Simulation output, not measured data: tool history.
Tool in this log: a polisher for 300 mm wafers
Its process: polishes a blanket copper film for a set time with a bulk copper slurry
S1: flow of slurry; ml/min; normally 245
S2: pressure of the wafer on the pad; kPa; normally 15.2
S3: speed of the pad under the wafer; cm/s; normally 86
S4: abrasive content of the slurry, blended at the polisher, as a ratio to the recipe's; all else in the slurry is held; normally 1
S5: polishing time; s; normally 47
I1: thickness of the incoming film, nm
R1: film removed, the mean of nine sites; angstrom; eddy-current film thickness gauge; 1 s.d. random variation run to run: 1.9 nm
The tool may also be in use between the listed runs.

Run 1, hour 0: usual settings; I1 3924.6. Result: R1 2774 angstrom.
Run 2, hour 42.8: usual settings but S1 290 ml/min, S3 108 cm/s; I1 3951.4. Result: R1 3287 angstrom.
At hour 72.5: worn pad replaced by a new one.
Run 3, hour 105.8: usual settings but S2 17.9 kPa; I1 3927.4. Result: R1 3141 angstrom.
At hour 150.2: slurry blender recalibrated.
Run 4, hour 167.1: usual settings but S2 17.9 kPa; I1 3959.1. Result: R1 3129 angstrom.
At hour 192.6: slurry nozzle cleaned.
Run 5, hour 213.8: usual settings; I1 3914.8. Result: R1 2644 angstrom.
At hour 268.9: worn pad replaced by a new one.
Run 6, hour 269.4: usual settings but S4 0.8; I1 3974.4. Result: R1 2504 angstrom.
Run 7, hour 327.6: usual settings but S4 0.8; I1 3971.2. Result: R1 2519 angstrom.
At hour 343.7: slurry blender recalibrated.
At hour 362.4: head pressure recalibrated.
At hour 369.9: slurry nozzle cleaned, repeated, since the last time left the tool worse.
Run 8, hour 386.9: usual settings; I1 3938.2. Result: R1 2784 angstrom.
Run 9, hour 443.9: usual settings; I1 3971.5. Result: R1 2785 angstrom.
At hour 491: worn pad replaced by a new one.
Run 10, hour 491.5: usual settings; I1 3885. Result: R1 2720 angstrom.
Run 11, hour 539.2: usual settings but S2 17.9 kPa, S5 54 s; I1 3942.5. Result: R1 3614 angstrom.
At hour 545.9: slurry blender recalibrated.
Run 12, hour 563.7: usual settings but S5 55 s; I1 3970. Result: R1 3183 angstrom.
At hour 623.5: slurry nozzle cleaned.
Run 13, hour 625.9: usual settings but S4 0.8, S5 58 s; I1 4006.4. Result: R1 3298 angstrom.
Run 14, hour 661.7: usual settings but S3 98 cm/s; I1 3886.1. Result: R1 3063 angstrom.
At hour 701.2: worn pad replaced by a new one.
Run 15, hour 709: usual settings but S3 76 cm/s; I1 4010.3. Result: R1 2529 angstrom.
At hour 715: head pressure recalibrated.
Run 16, hour 735.3: usual settings; I1 3937.5. Result: R1 2755 angstrom.
Run 17, hour 773: usual settings but S5 32 s; I1 3984.7. Result: R1 1868 angstrom.
At hour 778.1: slurry blender recalibrated.
Run 18, hour 804.9: usual settings but S2 17.9 kPa; I1 3903.9. Result: R1 3151 angstrom.
At hour 845.8: slurry nozzle cleaned.
Run 19, hour 856.4: usual settings but S1 200 ml/min, S3 108 cm/s, S5 55 s; I1 3960.3. Result: R1 3736 angstrom.
At hour 891.1: worn pad replaced by a new one.
Run 20, hour 901.3: usual settings but S1 290 ml/min, S3 108 cm/s; I1 3954.7. Result: R1 3260 angstrom.
Run 21, hour 966.7: usual settings but S1 170 ml/min, S3 68 cm/s, S4 1.2, S5 54 s; I1 3913.9. Result: R1 2686 angstrom.
At hour 997.5: slurry blender recalibrated.
Run 22, hour 1016.3: usual settings but S5 55 s; I1 3986.2. Result: R1 3226 angstrom.

3 ways to go on from here, each from the tool as it stands after run 22. What would each give?
Run A, hour 1016.7: usual settings; I1 3973.5. Result: R1 ?.
Run B, hour 1016.7: usual settings but S2 17.9 kPa, S3 94 cm/s; I1 3973.5. Result: R1 ?.
Run C, hour 1016.7: usual settings but S3 68 cm/s, S5 42 s; I1 3973.5. Result: R1 ?.

run    R1
  A  2726
  B  3339
  C  2090
Take away the tool's hidden state, keep each run's random variation, and the runs would have read:
run    R1
  A  2784
  B  3410
  C  2134

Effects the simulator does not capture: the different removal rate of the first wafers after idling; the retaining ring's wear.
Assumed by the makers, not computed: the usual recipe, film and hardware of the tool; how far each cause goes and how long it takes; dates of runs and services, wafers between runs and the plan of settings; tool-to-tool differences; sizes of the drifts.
